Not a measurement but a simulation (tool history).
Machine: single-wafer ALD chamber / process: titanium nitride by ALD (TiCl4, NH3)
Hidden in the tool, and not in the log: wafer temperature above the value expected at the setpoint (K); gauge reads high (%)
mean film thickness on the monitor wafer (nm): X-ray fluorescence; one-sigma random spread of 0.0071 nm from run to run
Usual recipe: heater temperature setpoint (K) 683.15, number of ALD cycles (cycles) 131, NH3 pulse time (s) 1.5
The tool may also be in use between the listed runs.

| run | hour | heater temperature setpoint (K) | number of ALD cycles (cycles) | NH3 pulse time (s) | wafers since the last listed run | hours since the last thermocouple change | hours since the showerhead was replaced | hours since the gauge calibration | read-back reference wafer on the same gauge, thickness_nm | mean film thickness on the monitor wafer (nm) |
|---|---|---|---|---|---|---|---|---|---|---|
| 1 | 0 | 683.15 | 131 | 1.03 | 0 | 1045.1 | 7049.1 | 150.7 | 3.06 | 2.814 |
| 2 | 15.2 | 683.15 | 131 | 1.03 | 26 | 1060.3 | 7064.3 | 165.9 | 3.061 | 2.803 |
| 3 | 31.3 | 683.15 | 131 | 1.03 | 27 | 1076.4 | 7080.4 | 182 | 3.06 | 2.802 |
| 4 | 56.9 | 683.15 | 116 | 1.5 | 43 | 1102 | 7106 | 207.6 | 3.059 | 2.532 |
| 5 | 63.1 | 683.15 | 131 | 1.5 | 10 | 1108.2 | 7112.2 | 213.8 | 3.057 | 2.854 |
| 6 | 72.7 | 689.15 | 131 | 1.5 | 16 | 1117.8 | 7121.8 | 223.4 | 3.061 | 2.873 |
| 7 | 82.1 | 673.15 | 110 | 1.5 | 16 | 1127.2 | 7131.2 | 232.8 | 3.06 | 2.379 |
| 8 | 93.3 | 683.15 | 131 | 1.5 | 19 | 1138.4 | 7142.4 | 244 | 3.06 | 2.853 |
| 9 | 108 | 683.15 | 131 | 1.5 | 25 | 1153.1 | 7157.1 | 258.7 | 3.057 | 2.854 |
|  | 118.8 | thermocouple changed; heater temperature recalibrated |
| 10 | 158 | 683.15 | 131 | 1.5 | 72 | 39.2 | 7207.1 | 308.7 | 3.062 | 2.856 |
| 11 | 172 | 683.15 | 131 | 1.5 | 24 | 53.2 | 7221.1 | 322.7 | 3.06 | 2.864 |
| 12 | 187.3 | 683.15 | 131 | 1.5 | 26 | 68.5 | 7236.4 | 338 | 3.059 | 2.857 |
| 13 | 193.6 | 683.15 | 131 | 1.5 | 10 | 74.8 | 7242.7 | 344.3 | 3.063 | 2.849 |
| 14 | 199.7 | 693.15 | 153 | 1.19 | 10 | 80.9 | 7248.8 | 350.4 | 3.063 | 3.335 |
| 15 | 208.3 | 670.15 | 123 | 1.18 | 14 | 89.5 | 7257.4 | 359 | 3.06 | 2.615 |
| 16 | 251.1 | 690.15 | 139 | 1.5 | 73 | 132.3 | 7300.2 | 401.8 | 3.059 | 3.058 |
| 17 | 259.6 | 692.15 | 131 | 1.67 | 14 | 140.8 | 7308.7 | 410.3 | 3.06 | 2.885 |
|  | 264.9 | gauge calibrated |
| 18 | 268.3 | 691.15 | 131 | 1.86 | 14 | 149.5 | 7317.4 | 3.4 | 3.059 | 2.889 |
| 19 | 276.5 | 683.15 | 131 | 1.09 | 14 | 157.7 | 7325.6 | 11.6 | 3.061 | 2.808 |
| 20 | 291.8 | 683.15 | 131 | 1.19 | 26 | 173 | 7340.9 | 26.9 | 3.059 | 2.828 |
|  | 306.7 | showerhead replaced |
| 21 | 309.2 | 683.15 | 131 | 1.5 | 16 | 190.4 | 2.5 | 44.3 | 3.06 | 2.862 |
| 22 | 317.2 | 683.15 | 131 | 0.9 | 13 | 198.4 | 10.5 | 52.3 | 3.063 | 2.777 |
| 23 | 328.2 | 690.15 | 143 | 1.88 | 18 | 209.4 | 21.5 | 63.3 | 3.062 | 3.165 |
| 24 | 343.7 | 683.15 | 138 | 1.15 | 26 | 224.9 | 37 | 78.8 | 3.061 | 2.962 |
| 25 | 357.5 | 692.15 | 131 | 1.67 | 23 | 238.7 | 50.8 | 92.6 | 3.061 | 2.895 |

Expected results for the next run?
| 26 | 367.6 | 683.15 | 155 | 1.5 | 17 | 248.8 | 60.9 | 102.7 | ? | ? |

{"run 26": {"read-back reference wafer on the same gauge, thickness_nm": 3.063, "mean film thickness on the monitor wafer (nm)": 3.39}}
Minus the tool's unlogged condition, the same run would have read mean film thickness on the monitor wafer (nm) 3.39.

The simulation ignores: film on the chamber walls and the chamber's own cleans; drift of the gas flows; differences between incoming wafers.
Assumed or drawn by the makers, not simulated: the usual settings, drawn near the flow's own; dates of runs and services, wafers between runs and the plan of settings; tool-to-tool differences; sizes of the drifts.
